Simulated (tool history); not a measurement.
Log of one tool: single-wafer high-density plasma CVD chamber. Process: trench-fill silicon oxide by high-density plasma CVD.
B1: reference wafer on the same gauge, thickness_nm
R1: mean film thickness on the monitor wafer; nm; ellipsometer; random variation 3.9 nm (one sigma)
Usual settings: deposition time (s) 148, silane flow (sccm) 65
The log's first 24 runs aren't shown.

Run 25, hour 2310.8: usual settings but deposition time (s) 124, silane flow (sccm) 75; B1 1115.403. Result: R1 895.946 nm.
Run 26, hour 2348.4: usual settings; B1 1117.332. Result: R1 945.921 nm.
Run 27, hour 2414.5: usual settings but deposition time (s) 162, silane flow (sccm) 61; B1 1116.070. Result: R1 987.792 nm.
Run 28, hour 2490.7: usual settings but deposition time (s) 125, silane flow (sccm) 70; B1 1116.732. Result: R1 851.785 nm.
Run 29, hour 2569.5: usual settings but deposition time (s) 126, silane flow (sccm) 59; B1 1117.434. Result: R1 745.300 nm.
Run 30, hour 2632.6: usual settings but deposition time (s) 168, silane flow (sccm) 73; B1 1115.469. Result: R1 1186.080 nm.
Run 31, hour 2734.7: usual settings but deposition time (s) 136, silane flow (sccm) 75; B1 1119.008. Result: R1 981.982 nm.
Run 32, hour 2772.6: usual settings but silane flow (sccm) 54; B1 1115.698. Result: R1 805.937 nm.
Run 33, hour 2818.0: usual settings but deposition time (s) 125, silane flow (sccm) 70; B1 1117.560. Result: R1 856.717 nm.
Run 34, hour 2901.3: usual settings; B1 1116.289. Result: R1 945.186 nm.
Run 35, hour 2938.4: usual settings but deposition time (s) 120, silane flow (sccm) 77; B1 1118.457. Result: R1 890.879 nm.
Run 36, hour 3041.7: usual settings but deposition time (s) 128, silane flow (sccm) 60; B1 1116.329. Result: R1 763.577 nm.
Run 37, hour 3111.5: usual settings but deposition time (s) 119, silane flow (sccm) 75; B1 1115.085. Result: R1 860.979 nm.
Run 38, hour 3204.7: usual settings but silane flow (sccm) 74; B1 1116.161. Result: R1 1065.020 nm.
Run 39, hour 3260.8: usual settings but deposition time (s) 138; B1 1115.729. Result: R1 888.453 nm.
Run 40, hour 3484.2: usual settings but deposition time (s) 172, silane flow (sccm) 69; B1 1116.915. Result: R1 1162.019 nm.
Run 41, hour 3571.5: usual settings but deposition time (s) 127; B1 1116.531. Result: R1 816.525 nm.
At hour 3660.4: gauge calibrated.
Run 42, hour 3676.8: usual settings but silane flow (sccm) 61; B1 1115.850. Result: R1 901.581 nm.
Run 43, hour 3727.9: usual settings; B1 1113.132. Result: R1 956.614 nm.

5 ways to go on from here, each from the tool as it stands after run 43. What would each give?
Run A, hour 3728.3: usual settings but deposition time (s) 131; B1 ?. Result: R1 ?.
Run B, hour 3728.3: usual settings but deposition time (s) 175, silane flow (sccm) 72; B1 ?. Result: R1 ?.
Run C, hour 3728.3: usual settings but deposition time (s) 175, silane flow (sccm) 57; B1 ?. Result: R1 ?.
Run D, hour 3728.3: usual settings but deposition time (s) 173; B1 ?. Result: R1 ?.
Run E, hour 3728.3: usual settings but deposition time (s) 129; B1 ?. Result: R1 ?.

run        B1        R1
  A  1115.656   844.602
  B  1115.656  1233.129
  C  1115.656  1008.462
  D  1115.656  1115.390
  E  1115.656   831.707
Without the tool's hidden state the same runs would have given:
run        R1
  A   833.372
  B  1216.734
  C   995.054
  D  1100.560
  E   820.649
